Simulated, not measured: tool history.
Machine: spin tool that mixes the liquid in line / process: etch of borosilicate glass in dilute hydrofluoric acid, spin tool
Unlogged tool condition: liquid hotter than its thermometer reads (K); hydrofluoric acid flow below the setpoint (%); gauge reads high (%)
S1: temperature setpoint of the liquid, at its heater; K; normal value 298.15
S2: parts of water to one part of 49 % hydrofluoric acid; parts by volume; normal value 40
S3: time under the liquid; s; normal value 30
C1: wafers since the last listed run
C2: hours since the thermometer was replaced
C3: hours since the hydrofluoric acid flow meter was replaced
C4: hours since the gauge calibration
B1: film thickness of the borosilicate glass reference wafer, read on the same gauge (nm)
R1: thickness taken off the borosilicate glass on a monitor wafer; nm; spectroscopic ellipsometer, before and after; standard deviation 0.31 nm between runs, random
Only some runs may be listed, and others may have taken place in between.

run     day      S1  S2  S3    C1      C2      C3      C4     B1      R1
  1   0.000  298.15  40  30     0   361.0   896.7  2307.4  60.00   32.80
  2   1.633  298.15  40  30   477   400.2   935.9  2346.6  60.02   31.86
  3  10.346  298.15  40  30  2546   609.3  1145.0  2555.7  60.01   32.79
  4  13.029  298.15  40  30   784   673.7  1209.4  2620.1  59.97   32.86
  5  15.379  298.15  40  30   686   730.1  1265.8  2676.5  59.99   32.70
  6  19.867  298.15  40  30  1311   837.8  1373.5  2784.2  60.02   32.89
  7  23.812  298.15  40  30  1153   932.5  1468.2  2878.9  60.00   33.30
  8  25.712  298.15  35  30   555   978.1  1513.8  2924.5  60.03   38.75
     25.946  -- hydrofluoric acid flow meter replaced
  9  29.658  298.15  30  30  1141  1072.8    89.1  3019.2  59.99   47.57
 10  32.250  299.15  40  30   757  1135.0   151.3  3081.4  60.01   36.36
 11  36.338  299.15  40  30  1194  1233.1   249.4  3179.5  60.06   36.85
 12  39.817  298.15  50  30  1016  1316.6   332.9  3263.0  59.97   28.24
     46.971  -- thermometer replaced
 13  48.308  298.15  40  30  2469    32.1   536.7  3466.8  60.01   32.91
     49.100  -- gauge calibrated
 14  51.267  298.15  40  30   864   103.1   607.7    52.0  59.99   33.00
 15  53.200  298.15  40  45   565   149.5   654.1    98.4  59.98   49.49
 16  57.125  298.15  60  40  1147   243.7   748.3   192.6  59.97   28.21
 17  60.129  298.15  55  30   877   315.8   820.4   264.7  59.95   23.21
 18  63.108  298.15  40  30   870   387.3   891.9   336.2  60.00   33.28
 19  64.983  300.65  20  35   547   432.3   936.9   381.2  60.01   88.25
 20  66.900  302.65  20  40   560   478.3   982.9   427.2  59.98  109.88
 21  71.138  293.15  30  20  1238   580.0  1084.6   528.9  59.94   24.49
 22  73.712  298.15  40  30   752   641.8  1146.4   590.7  59.99   33.27
 23  75.767  298.15  40  30   600   691.1  1195.7   640.0  60.02   33.67
 24  78.358  298.15  40  15   757   753.3  1257.9   702.2  59.99   17.14
 25  80.708  298.15  40  30   686   809.7  1314.3   758.6  59.97   34.13
 26  83.683  298.15  40  20   869   881.1  1385.7   830.0  60.01   22.47
 27  87.329  298.15  40  30  1065   968.6  1473.2   917.5  60.03   33.64
 28  91.538  293.15  30  30  1229  1069.6  1574.2  1018.5  60.01   37.57

Run 29 has not been measured yet. What should we expect?
 29  96.000  298.15  40  30  1304  1176.7  1681.3  1125.6   ?   ?

B1: 60.04
R1: 33.84 nm
On a tool with no hidden condition, and with the same random variation, this run would have come out at R1 32.31 nm.
